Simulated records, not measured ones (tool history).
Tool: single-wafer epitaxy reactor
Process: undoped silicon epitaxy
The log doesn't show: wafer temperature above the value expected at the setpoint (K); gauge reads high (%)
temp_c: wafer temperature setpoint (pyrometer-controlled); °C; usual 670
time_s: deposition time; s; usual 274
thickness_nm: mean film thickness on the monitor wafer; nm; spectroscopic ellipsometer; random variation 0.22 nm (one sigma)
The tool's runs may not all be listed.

run	day	temp_c	time_s	wafers since the last listed run	hours since the last pyrometer calibration	hours since the gauge calibration	read-back reference wafer on the same gauge, thickness_nm	thickness_nm
1	0.000	670	274	0	1326.3	904.1	66.929	74.623
2	2.250	670	274	239	1380.3	958.1	66.929	74.696
3	3.854	670	274	170	1418.8	996.6	66.834	74.900
4	6.167	670	274	246	1474.3	1052.1	66.944	74.967
5	9.421	679	274	346	1552.4	1130.2	66.923	88.619
6	14.304	679	274	520	1669.6	1247.4	66.925	88.552
7	18.083	679	274	402	1760.3	1338.1	66.914	88.143
8	21.867	670	274	402	1851.1	1428.9	66.959	74.820
9	35.350	670	274	1435	2174.7	1752.5	66.858	75.176
10	36.971	681	228	172	2213.6	1791.4	66.897	76.456
# day 39.888: gauge calibrated
11	40.012	666	324	323	2286.6	3.0	66.926	82.658
# day 41.317: pyrometer calibrated
12	41.754	655	320	149	10.5	44.8	66.901	65.018
13	43.975	670	298	236	63.8	98.1	66.892	80.043
14	50.504	663	233	695	220.5	254.8	66.913	55.246
15	53.312	681	228	299	287.9	322.2	66.917	75.332
16	55.800	662	316	264	347.6	381.9	66.937	74.062
17	58.638	655	247	302	415.7	450.0	66.914	50.809
18	60.954	675	274	246	471.3	505.6	66.920	81.386

5 ways to go on from here, each from the tool as it stands after run 18. What would each give?
A	60.975	670	274	2	471.8	506.1	?	?
B	60.975	663	234	2	471.8	506.1	?	?
C	60.975	660	274	2	471.8	506.1	?	?
D	60.975	679	251	2	471.8	506.1	?	?
E	60.975	666	237	2	471.8	506.1	?	?

run	read-back reference wafer on the same gauge, thickness_nm	thickness_nm
A	66.879	74.435
B	66.879	55.860
C	66.879	61.851
D	66.879	80.319
E	66.879	59.811
Without the tool's hidden state the same runs would have given:
run	thickness_nm
A	73.584
B	55.213
C	61.130
D	79.416
E	59.122
